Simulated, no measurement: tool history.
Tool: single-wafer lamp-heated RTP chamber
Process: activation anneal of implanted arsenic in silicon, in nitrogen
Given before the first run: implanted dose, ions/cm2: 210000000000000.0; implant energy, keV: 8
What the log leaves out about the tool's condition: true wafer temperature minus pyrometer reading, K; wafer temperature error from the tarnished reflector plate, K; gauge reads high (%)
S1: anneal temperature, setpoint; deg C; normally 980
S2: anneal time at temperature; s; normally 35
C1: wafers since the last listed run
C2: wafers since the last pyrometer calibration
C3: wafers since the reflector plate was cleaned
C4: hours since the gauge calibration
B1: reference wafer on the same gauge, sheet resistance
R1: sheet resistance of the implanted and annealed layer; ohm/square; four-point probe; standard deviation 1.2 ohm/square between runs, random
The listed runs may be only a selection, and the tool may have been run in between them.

{"run": 1, "hour": 0.0, "S1": 980, "S2": 35, "C1": 0, "C2": 1403, "C3": 1514, "C4": 2419.0, "B1": 371.43, "R1": 429.81}
{"run": 2, "hour": 94.9, "S1": 980, "S2": 35, "C1": 926, "C2": 2329, "C3": 2441, "C4": 2513.9, "B1": 371.44, "R1": 432.45}
{"run": 3, "hour": 143.2, "S1": 980, "S2": 35, "C1": 471, "C2": 2801, "C3": 2912, "C4": 2562.2, "B1": 372.03, "R1": 434.98}
{"run": 4, "hour": 316.2, "S1": 980, "S2": 35, "C1": 1689, "C2": 4490, "C3": 4601, "C4": 2735.2, "B1": 372.39, "R1": 435.49}
{"run": 5, "hour": 364.2, "S1": 980, "S2": 35, "C1": 468, "C2": 4958, "C3": 5070, "C4": 2783.2, "B1": 372.61, "R1": 435.13}
{"run": 6, "hour": 442.0, "S1": 980, "S2": 35, "C1": 759, "C2": 5718, "C3": 5829, "C4": 2861.0, "B1": 372.89, "R1": 435.25}
{"hour": 468.3, "done": "pyrometer window cleaned and pyrometer calibrated"}
{"run": 7, "hour": 539.3, "S1": 980, "S2": 35, "C1": 871, "C2": 692, "C3": 6701, "C4": 2958.3, "B1": 373.73, "R1": 438.3}
{"hour": 581.1, "done": "gauge calibrated"}
{"run": 8, "hour": 583.7, "S1": 980, "S2": 35, "C1": 433, "C2": 1126, "C3": 7135, "C4": 2.6, "B1": 365.56, "R1": 427.16}
{"run": 9, "hour": 634.9, "S1": 966, "S2": 35, "C1": 499, "C2": 1626, "C3": 7635, "C4": 53.8, "B1": 365.8, "R1": 431.82}
{"run": 10, "hour": 679.4, "S1": 966, "S2": 35, "C1": 434, "C2": 2060, "C3": 8069, "C4": 98.3, "B1": 365.23, "R1": 429.22}
{"run": 11, "hour": 769.5, "S1": 966, "S2": 35, "C1": 879, "C2": 2940, "C3": 8949, "C4": 188.4, "B1": 365.67, "R1": 428.07}
{"hour": 866.1, "done": "reflector plate cleaned"}
{"run": 12, "hour": 866.6, "S1": 980, "S2": 23, "C1": 869, "C2": 3810, "C3": 5, "C4": 285.5, "B1": 366.24, "R1": 429.99}
{"run": 13, "hour": 932.2, "S1": 980, "S2": 23, "C1": 640, "C2": 4450, "C3": 645, "C4": 351.1, "B1": 365.81, "R1": 430.94}
{"run": 14, "hour": 1022.1, "S1": 980, "S2": 35, "C1": 877, "C2": 5328, "C3": 1523, "C4": 441.0, "B1": 365.86, "R1": 426.01}
{"run": 15, "hour": 1059.2, "S1": 980, "S2": 35, "C1": 362, "C2": 5690, "C3": 1885, "C4": 478.1, "B1": 365.54, "R1": 428.27}
{"run": 16, "hour": 1100.8, "S1": 966, "S2": 44, "C1": 406, "C2": 6096, "C3": 2291, "C4": 519.7, "B1": 366.03, "R1": 430.1}
{"hour": 1174.8, "done": "pyrometer window cleaned and pyrometer calibrated"}
{"run": 17, "hour": 1192.5, "S1": 980, "S2": 35, "C1": 817, "C2": 172, "C3": 3109, "C4": 611.4, "B1": 366.06, "R1": 424.47}
{"run": 18, "hour": 1256.9, "S1": 980, "S2": 35, "C1": 628, "C2": 801, "C3": 3737, "C4": 675.8, "B1": 366.29, "R1": 427.45}
{"run": 19, "hour": 1294.1, "S1": 999, "S2": 35, "C1": 363, "C2": 1164, "C3": 4100, "C4": 713.0, "B1": 365.5, "R1": 419.36}
{"run": 20, "hour": 1386.9, "S1": 980, "S2": 28, "C1": 906, "C2": 2070, "C3": 5007, "C4": 805.8, "B1": 365.89, "R1": 429.58}
{"run": 21, "hour": 1452.9, "S1": 980, "S2": 49, "C1": 644, "C2": 2715, "C3": 5651, "C4": 871.8, "B1": 366.42, "R1": 422.87}
{"run": 22, "hour": 1535.5, "S1": 996, "S2": 43, "C1": 806, "C2": 3521, "C3": 6457, "C4": 954.4, "B1": 366.76, "R1": 418.1}
{"hour": 1788.8, "done": "reflector plate cleaned"}
{"run": 23, "hour": 1814.4, "S1": 1001, "S2": 18, "C1": 2644, "C2": 6166, "C3": 250, "C4": 1233.3, "B1": 366.38, "R1": 428.89}
{"run": 24, "hour": 1858.5, "S1": 960, "S2": 49, "C1": 430, "C2": 6596, "C3": 680, "C4": 1277.4, "B1": 367.18, "R1": 429.67}
{"hour": 1869.8, "done": "pyrometer window cleaned and pyrometer calibrated"}
{"run": 25, "hour": 1961.0, "S1": 968, "S2": 55, "C1": 922, "C2": 890, "C3": 1603, "C4": 1379.9, "B1": 366.96, "R1": 425.87}
{"run": 26, "hour": 2052.7, "S1": 980, "S2": 35, "C1": 895, "C2": 1785, "C3": 2498, "C4": 1471.6, "B1": 367.15, "R1": 426.99}
{"run": 27, "hour": 2103.9, "S1": 980, "S2": 52, "C1": 499, "C2": 2285, "C3": 2998, "C4": 1522.8, "B1": 367.29, "R1": 423.43}
{"run": 28, "hour": 2152.5, "S1": 993, "S2": 45, "C1": 474, "C2": 2759, "C3": 3473, "C4": 1571.4, "B1": 367.59, "R1": 421.73}
{"run": 29, "hour": 2199.7, "S1": 1008, "S2": 22, "C1": 460, "C2": 3220, "C3": 3933, "C4": 1618.6, "B1": 367.54, "R1": 426.79}
{"run": 30, "hour": 2302.2, "S1": 993, "S2": 35, "C1": 1000, "C2": 4221, "C3": 4934, "C4": 1721.1, "B1": 367.23, "R1": 425.61}
{"run": 31, "hour": 2386.0, "S1": 1009, "S2": 43, "C1": 818, "C2": 5039, "C3": 5752, "C4": 1804.9, "B1": 367.84, "R1": 415.3}
{"hour": 2415.6, "done": "pyrometer window cleaned and pyrometer calibrated"}
{"run": 32, "hour": 2493.3, "S1": 952, "S2": 29, "C1": 969, "C2": 758, "C3": 6722, "C4": 1912.2, "B1": 368.7, "R1": 437.68}
{"run": 33, "hour": 2553.4, "S1": 956, "S2": 44, "C1": 586, "C2": 1345, "C3": 7308, "C4": 1972.3, "B1": 368.48, "R1": 434.74}
{"run": 34, "hour": 2650.3, "S1": 980, "S2": 35, "C1": 946, "C2": 2291, "C3": 8255, "C4": 2069.2, "B1": 368.49, "R1": 429.72}
{"run": 35, "hour": 2733.7, "S1": 965, "S2": 35, "C1": 814, "C2": 3105, "C3": 9069, "C4": 2152.6, "B1": 369.03, "R1": 434.22}
{"hour": 2821.3, "done": "reflector plate cleaned"}
{"run": 36, "hour": 2821.8, "S1": 1005, "S2": 45, "C1": 782, "C2": 3887, "C3": 5, "C4": 2240.7, "B1": 369.64, "R1": 416.56}

Below, each run's measurement less what the same run would have read without the hidden state. Both values contain the same run-to-run variation, but the gauge's scatter may not be the same in both:
run=1 R1=+5.91
run=2 R1=+6.32
run=3 R1=+6.55
run=4 R1=+7.30
run=5 R1=+7.51
run=6 R1=+7.86
run=7 R1=+8.38
run=8 R1=-0.42
run=9 R1=-0.43
run=10 R1=-0.41
run=11 R1=-0.39
run=12 R1=-0.36
run=13 R1=-0.32
run=14 R1=-0.26
run=15 R1=-0.24
run=16 R1=-0.21
run=17 R1=-0.12
run=18 R1=-0.04
run=19 R1=-0.01
run=20 R1=+0.11
run=21 R1=+0.20
run=22 R1=+0.32
run=23 R1=+0.82
run=24 R1=+0.92
run=25 R1=+1.13
run=26 R1=+1.34
run=27 R1=+1.46
run=28 R1=+1.57
run=29 R1=+1.71
run=30 R1=+1.99
run=31 R1=+2.17
run=32 R1=+2.62
run=33 R1=+2.79
run=34 R1=+3.07
run=35 R1=+3.40
run=36 R1=+3.57

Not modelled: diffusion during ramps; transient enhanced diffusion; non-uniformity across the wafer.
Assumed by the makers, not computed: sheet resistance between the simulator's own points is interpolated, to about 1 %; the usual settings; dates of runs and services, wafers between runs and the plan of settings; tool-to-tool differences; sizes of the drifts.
